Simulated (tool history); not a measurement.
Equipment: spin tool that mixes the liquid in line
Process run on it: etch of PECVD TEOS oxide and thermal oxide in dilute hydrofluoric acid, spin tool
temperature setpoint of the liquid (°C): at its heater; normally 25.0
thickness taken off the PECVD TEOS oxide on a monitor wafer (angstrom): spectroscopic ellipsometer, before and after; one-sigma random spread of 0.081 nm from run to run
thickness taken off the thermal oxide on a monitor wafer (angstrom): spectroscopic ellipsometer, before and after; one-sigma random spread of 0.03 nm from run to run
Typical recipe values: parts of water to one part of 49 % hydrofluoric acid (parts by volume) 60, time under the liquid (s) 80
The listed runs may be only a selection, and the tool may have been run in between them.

| run | hour | temperature setpoint of the liquid (°C) | parts of water to one part of 49 % hydrofluoric acid (parts by volume) | time under the liquid (s) | wafers since the last listed run | hours since the thermometer was replaced | hours since the hydrofluoric acid flow meter was replaced | hours since the gauge calibration | read-back film thickness of the PECVD TEOS oxide reference wafer, read on the same gauge (nm) | read-back film thickness of the thermal oxide reference wafer, read on the same gauge (nm) | thickness taken off the PECVD TEOS oxide on a monitor wafer (angstrom) | thickness taken off the thermal oxide on a monitor wafer (angstrom) |
|---|---|---|---|---|---|---|---|---|---|---|---|---|
| 1 | 0.0 | 25.0 | 50 | 80 | 0 | 1732.1 | 1560.7 | 1738.6 | 80.01 | 59.99 | 215.2 | 89.6 |
| 2 | 44.4 | 25.0 | 50 | 80 | 476 | 1776.5 | 1605.1 | 1783.0 | 80.02 | 60.00 | 216.0 | 89.4 |
| 3 | 103.0 | 25.0 | 60 | 80 | 629 | 1835.1 | 1663.7 | 1841.6 | 80.00 | 59.99 | 175.4 | 73.8 |
| 4 | 166.5 | 25.0 | 60 | 80 | 682 | 1898.6 | 1727.2 | 1905.1 | 80.00 | 59.99 | 177.8 | 74.6 |
| 5 | 199.1 | 25.0 | 60 | 80 | 350 | 1931.2 | 1759.8 | 1937.7 | 80.01 | 60.00 | 177.6 | 73.9 |
|  | 263.7 | gauge calibrated |
| 6 | 283.1 | 25.0 | 60 | 80 | 902 | 2015.2 | 1843.8 | 19.4 | 80.01 | 60.00 | 178.8 | 74.8 |
| 7 | 352.0 | 25.0 | 60 | 80 | 740 | 2084.1 | 1912.7 | 88.3 | 80.00 | 59.99 | 179.6 | 75.0 |
|  | 381.8 | hydrofluoric acid flow meter replaced |
| 8 | 412.9 | 27.0 | 60 | 80 | 643 | 2145.0 | 31.1 | 149.2 | 80.00 | 60.02 | 184.2 | 77.5 |
| 9 | 456.4 | 25.0 | 60 | 80 | 467 | 2188.5 | 74.6 | 192.7 | 80.01 | 60.00 | 170.1 | 71.0 |
| 10 | 578.3 | 25.0 | 30 | 100 | 1309 | 2310.4 | 196.5 | 314.6 | 80.00 | 60.00 | 443.1 | 187.3 |
| 11 | 641.0 | 29.0 | 80 | 50 | 673 | 2373.1 | 259.2 | 377.3 | 80.00 | 60.00 | 91.7 | 38.1 |
| 12 | 688.6 | 25.0 | 60 | 80 | 511 | 2420.7 | 306.8 | 424.9 | 80.01 | 59.99 | 171.7 | 71.6 |
| 13 | 717.6 | 21.5 | 60 | 100 | 311 | 2449.7 | 335.8 | 453.9 | 80.01 | 60.01 | 187.7 | 77.7 |
|  | 726.7 | thermometer replaced |
| 14 | 751.7 | 29.0 | 45 | 80 | 355 | 25.0 | 369.9 | 488.0 | 79.99 | 60.00 | 263.3 | 111.6 |
| 15 | 787.6 | 25.0 | 35 | 50 | 385 | 60.9 | 405.8 | 523.9 | 79.99 | 59.99 | 183.5 | 76.9 |
| 16 | 858.4 | 27.0 | 80 | 80 | 760 | 131.7 | 476.6 | 594.7 | 80.00 | 60.03 | 131.2 | 55.0 |
| 17 | 908.7 | 25.0 | 60 | 80 | 540 | 182.0 | 526.9 | 645.0 | 79.99 | 59.99 | 166.7 | 70.0 |
| 18 | 965.5 | 25.0 | 40 | 80 | 610 | 238.8 | 583.7 | 701.8 | 80.00 | 60.01 | 256.3 | 108.0 |
| 19 | 1022.1 | 25.0 | 70 | 80 | 608 | 295.4 | 640.3 | 758.4 | 79.99 | 59.99 | 142.1 | 59.1 |
| 20 | 1057.6 | 25.0 | 60 | 80 | 381 | 330.9 | 675.8 | 793.9 | 79.99 | 59.99 | 166.9 | 70.5 |
| 21 | 1082.6 | 22.5 | 85 | 50 | 268 | 355.9 | 700.8 | 818.9 | 79.99 | 60.00 | 65.8 | 27.3 |
| 22 | 1116.9 | 25.0 | 60 | 80 | 368 | 390.2 | 735.1 | 853.2 | 80.00 | 60.00 | 168.6 | 70.4 |
| 23 | 1173.8 | 29.5 | 50 | 110 | 611 | 447.1 | 792.0 | 910.1 | 80.00 | 60.00 | 339.1 | 140.7 |

Run 24 has not been measured yet. What should we expect?
| 24 | 1236.9 | 25.0 | 60 | 80 | 677 | 510.2 | 855.1 | 973.2 | ? | ? | ? | ? |

{"run 24": {"read-back film thickness of the PECVD TEOS oxide reference wafer, read on the same gauge (nm)": 79.99, "read-back film thickness of the thermal oxide reference wafer, read on the same gauge (nm)": 59.99, "thickness taken off the PECVD TEOS oxide on a monitor wafer (angstrom)": 169.1, "thickness taken off the thermal oxide on a monitor wafer (angstrom)": 71.0}}
On a tool with no hidden condition, and with the same random variation, this run would have come out at thickness taken off the PECVD TEOS oxide on a monitor wafer (angstrom) 162.9, thickness taken off the thermal oxide on a monitor wafer (angstrom) 68.4.
